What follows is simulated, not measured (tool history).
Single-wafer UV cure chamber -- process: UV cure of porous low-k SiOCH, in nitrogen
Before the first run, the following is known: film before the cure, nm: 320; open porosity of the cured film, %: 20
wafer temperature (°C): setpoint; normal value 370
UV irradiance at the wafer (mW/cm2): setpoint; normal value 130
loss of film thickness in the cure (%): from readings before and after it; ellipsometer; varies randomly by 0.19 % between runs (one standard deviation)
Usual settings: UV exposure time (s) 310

| run | hour | wafer temperature (°C) | UV exposure time (s) | UV irradiance at the wafer (mW/cm2) | loss of film thickness in the cure (%) |
|---|---|---|---|---|---|
| 1 | 0.0 | 370 | 310 | 130 | 14.944 |
| 2 | 107.5 | 370 | 310 | 130 | 14.335 |
|  | 137.2 | quartz window cleaned |
| 3 | 142.3 | 370 | 310 | 130 | 15.036 |
| 4 | 178.2 | 370 | 310 | 130 | 14.972 |
| 5 | 207.3 | 370 | 310 | 130 | 15.225 |
| 6 | 238.4 | 375 | 310 | 122 | 14.948 |
| 7 | 251.6 | 375 | 310 | 122 | 14.491 |
| 8 | 273.6 | 381 | 310 | 109 | 14.397 |
| 9 | 298.9 | 381 | 310 | 109 | 14.249 |
| 10 | 333.5 | 358 | 310 | 130 | 14.383 |
|  | 356.9 | UV bulbs replaced |
| 11 | 361.5 | 358 | 310 | 130 | 14.586 |
| 12 | 379.3 | 370 | 310 | 130 | 14.978 |
| 13 | 399.4 | 370 | 310 | 130 | 14.898 |
| 14 | 468.7 | 370 | 310 | 165 | 15.631 |
| 15 | 498.1 | 370 | 310 | 130 | 14.246 |
| 16 | 522.0 | 379 | 130 | 108 | 9.062 |
| 17 | 547.1 | 370 | 310 | 130 | 14.161 |
| 18 | 571.9 | 382 | 485 | 107 | 15.834 |
|  | 604.3 | quartz window cleaned |
| 19 | 604.8 | 370 | 460 | 130 | 17.171 |
| 20 | 615.7 | 353 | 310 | 130 | 14.678 |
| 21 | 638.4 | 362 | 245 | 151 | 14.644 |
| 22 | 666.9 | 377 | 375 | 92 | 14.440 |

Run 23, settings as shown, results not yet in. Your forecast:
| 23 | 697.4 | 352 | 310 | 130 | ? |

loss of film thickness in the cure (%): 14.470
On a tool with no hidden condition, and with the same random variation, this run would have come out at loss of film thickness in the cure (%) 14.693.
